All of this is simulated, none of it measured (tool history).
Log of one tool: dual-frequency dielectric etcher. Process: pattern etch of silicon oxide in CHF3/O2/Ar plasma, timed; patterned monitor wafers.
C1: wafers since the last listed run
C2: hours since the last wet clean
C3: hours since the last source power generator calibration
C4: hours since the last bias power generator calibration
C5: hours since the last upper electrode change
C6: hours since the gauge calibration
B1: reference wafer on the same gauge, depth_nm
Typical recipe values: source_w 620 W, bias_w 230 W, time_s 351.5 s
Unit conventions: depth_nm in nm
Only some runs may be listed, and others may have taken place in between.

run 1 day=0.000 | source_w=620 bias_w=230 time_s=351.5 | C1=0 C2=353.2 C3=3023.8 C4=1816.8 C5=11.5 C6=401.9 | B1=923.0 | depth_nm=799.1
run 2 day=0.542 | source_w=620 bias_w=230 time_s=351.5 | C1=61 C2=366.2 C3=3036.8 C4=1829.8 C5=24.5 C6=414.9 | B1=923.1 | depth_nm=800.7
run 3 day=1.292 | source_w=620 bias_w=230 time_s=304.0 | C1=85 C2=384.2 C3=3054.8 C4=1847.8 C5=42.5 C6=432.9 | B1=923.0 | depth_nm=691.1
run 4 day=1.742 | source_w=620 bias_w=230 time_s=304.0 | C1=51 C2=395.0 C3=3065.6 C4=1858.6 C5=53.3 C6=443.7 | B1=923.1 | depth_nm=693.0
-- day=2.317 gauge calibrated
run 5 day=2.475 | source_w=620 bias_w=230 time_s=351.5 | C1=83 C2=412.6 C3=3083.2 C4=1876.2 C5=70.9 C6=3.8 | B1=923.3 | depth_nm=800.8
run 6 day=2.946 | source_w=620 bias_w=230 time_s=351.5 | C1=53 C2=423.9 C3=3094.5 C4=1887.5 C5=82.2 C6=15.1 | B1=923.0 | depth_nm=803.4
run 7 day=3.354 | source_w=510 bias_w=175 time_s=351.5 | C1=46 C2=433.7 C3=3104.3 C4=1897.3 C5=92.0 C6=24.9 | B1=923.1 | depth_nm=655.7
run 8 day=4.100 | source_w=620 bias_w=230 time_s=351.5 | C1=84 C2=451.6 C3=3122.2 C4=1915.2 C5=109.9 C6=42.8 | B1=922.9 | depth_nm=800.3
run 9 day=4.642 | source_w=620 bias_w=230 time_s=270.0 | C1=61 C2=464.6 C3=3135.2 C4=1928.2 C5=122.9 C6=55.8 | B1=922.9 | depth_nm=614.5
run 10 day=4.958 | source_w=620 bias_w=230 time_s=351.5 | C1=35 C2=472.2 C3=3142.8 C4=1935.8 C5=130.5 C6=63.4 | B1=922.9 | depth_nm=801.0
run 11 day=5.425 | source_w=620 bias_w=230 time_s=351.5 | C1=52 C2=483.4 C3=3154.0 C4=1947.0 C5=141.7 C6=74.6 | B1=922.9 | depth_nm=800.7
-- day=5.596 source power generator calibrated
run 12 day=6.079 | source_w=550 bias_w=257 time_s=428.5 | C1=55 C2=499.1 C3=11.6 C4=1962.7 C5=157.4 C6=90.3 | B1=923.2 | depth_nm=965.9
-- day=6.567 bias power generator calibrated
run 13 day=6.717 | source_w=490 bias_w=285 time_s=351.5 | C1=53 C2=514.4 C3=26.9 C4=3.6 C5=172.7 C6=105.6 | B1=922.9 | depth_nm=795.2
run 14 day=7.333 | source_w=620 bias_w=230 time_s=351.5 | C1=69 C2=529.2 C3=41.7 C4=18.4 C5=187.5 C6=120.4 | B1=923.2 | depth_nm=811.6
-- day=9.242 wet clean of the chamber
run 15 day=9.283 | source_w=620 bias_w=230 time_s=351.5 | C1=107 C2=1.0 C3=88.5 C4=65.2 C5=234.3 C6=167.2 | B1=923.1 | depth_nm=804.3
run 16 day=9.775 | source_w=490 bias_w=230 time_s=351.5 | C1=55 C2=12.8 C3=100.3 C4=77.0 C5=246.1 C6=179.0 | B1=922.8 | depth_nm=720.8
run 17 day=10.421 | source_w=620 bias_w=230 time_s=351.5 | C1=73 C2=28.3 C3=115.8 C4=92.5 C5=261.6 C6=194.5 | B1=923.0 | depth_nm=804.0
run 18 day=11.712 | source_w=620 bias_w=230 time_s=351.5 | C1=146 C2=59.3 C3=146.8 C4=123.5 C5=292.6 C6=225.5 | B1=923.1 | depth_nm=803.8
run 19 day=12.000 | source_w=620 bias_w=230 time_s=351.5 | C1=32 C2=66.2 C3=153.7 C4=130.4 C5=299.5 C6=232.4 | B1=922.9 | depth_nm=800.9
run 20 day=12.396 | source_w=620 bias_w=230 time_s=351.5 | C1=44 C2=75.7 C3=163.2 C4=139.9 C5=309.0 C6=241.9 | B1=922.9 | depth_nm=803.4
run 21 day=12.733 | source_w=760 bias_w=275 time_s=271.0 | C1=38 C2=83.8 C3=171.3 C4=148.0 C5=317.1 C6=250.0 | B1=923.0 | depth_nm=729.4
run 22 day=13.075 | source_w=730 bias_w=230 time_s=246.0 | C1=38 C2=92.0 C3=179.5 C4=156.2 C5=325.3 C6=258.2 | B1=923.1 | depth_nm=606.3
run 23 day=13.650 | source_w=620 bias_w=273 time_s=306.0 | C1=65 C2=105.8 C3=193.3 C4=170.0 C5=339.1 C6=272.0 | B1=922.9 | depth_nm=750.9
run 24 day=14.071 | source_w=620 bias_w=230 time_s=351.5 | C1=47 C2=115.9 C3=203.4 C4=180.1 C5=349.2 C6=282.1 | B1=922.6 | depth_nm=802.8
run 25 day=14.329 | source_w=740 bias_w=196 time_s=410.0 | C1=29 C2=122.1 C3=209.6 C4=186.3 C5=355.4 C6=288.3 | B1=923.2 | depth_nm=955.9
run 26 day=14.904 | source_w=620 bias_w=230 time_s=440.0 | C1=65 C2=135.9 C3=223.4 C4=200.1 C5=369.2 C6=302.1 | B1=923.1 | depth_nm=1006.0
run 27 day=15.550 | source_w=560 bias_w=230 time_s=351.5 | C1=73 C2=151.4 C3=238.9 C4=215.6 C5=384.7 C6=317.6 | B1=923.0 | depth_nm=767.0
run 28 day=16.192 | source_w=730 bias_w=178 time_s=454.5 | C1=72 C2=166.8 C3=254.3 C4=231.0 C5=400.1 C6=333.0 | B1=923.0 | depth_nm=1011.1
run 29 day=16.683 | source_w=620 bias_w=189 time_s=351.5 | C1=55 C2=178.6 C3=266.1 C4=242.8 C5=411.9 C6=344.8 | B1=923.1 | depth_nm=745.4
run 30 day=17.217 | source_w=620 bias_w=230 time_s=246.5 | C1=60 C2=191.4 C3=278.9 C4=255.6 C5=424.7 C6=357.6 | B1=923.2 | depth_nm=564.3
run 31 day=17.629 | source_w=620 bias_w=262 time_s=418.0 | C1=46 C2=201.3 C3=288.8 C4=265.5 C5=434.6 C6=367.5 | B1=923.1 | depth_nm=1011.1

Give the tool's hidden conditions for every run:
source power that arrives over what is set, %: 0, the same for each run
gauge reads high (%): 0, the same for each run
H1: etch rate over this chamber's usual, %
H2: bias power that arrives over what is set, %
run=1 H1=0.672 H2=-2.25
run=2 H1=0.699 H2=-2.3
run=3 H1=0.736 H2=-2.38
run=4 H1=0.758 H2=-2.43
run=5 H1=0.795 H2=-2.5
run=6 H1=0.818 H2=-2.55
run=7 H1=0.838 H2=-2.59
run=8 H1=0.875 H2=-2.67
run=9 H1=0.902 H2=-2.73
run=10 H1=0.917 H2=-2.76
run=11 H1=0.941 H2=-2.81
run=12 H1=0.973 H2=-2.88
run=13 H1=1 H2=-0.0514
run=14 H1=1.03 H2=-0.0518
run=15 H1=0.0959 H2=-0.0562
run=16 H1=0.12 H2=-0.0581
run=17 H1=0.152 H2=-0.0611
run=18 H1=0.216 H2=-0.0688
run=19 H1=0.23 H2=-0.0707
run=20 H1=0.25 H2=-0.0737
run=21 H1=0.267 H2=-0.0763
run=22 H1=0.283 H2=-0.0792
run=23 H1=0.312 H2=-0.0843
run=24 H1=0.333 H2=-0.0883
run=25 H1=0.345 H2=-0.0909
run=26 H1=0.374 H2=-0.0969
run=27 H1=0.406 H2=-0.104
run=28 H1=0.438 H2=-0.112
run=29 H1=0.462 H2=-0.118
run=30 H1=0.488 H2=-0.126
run=31 H1=0.509 H2=-0.132
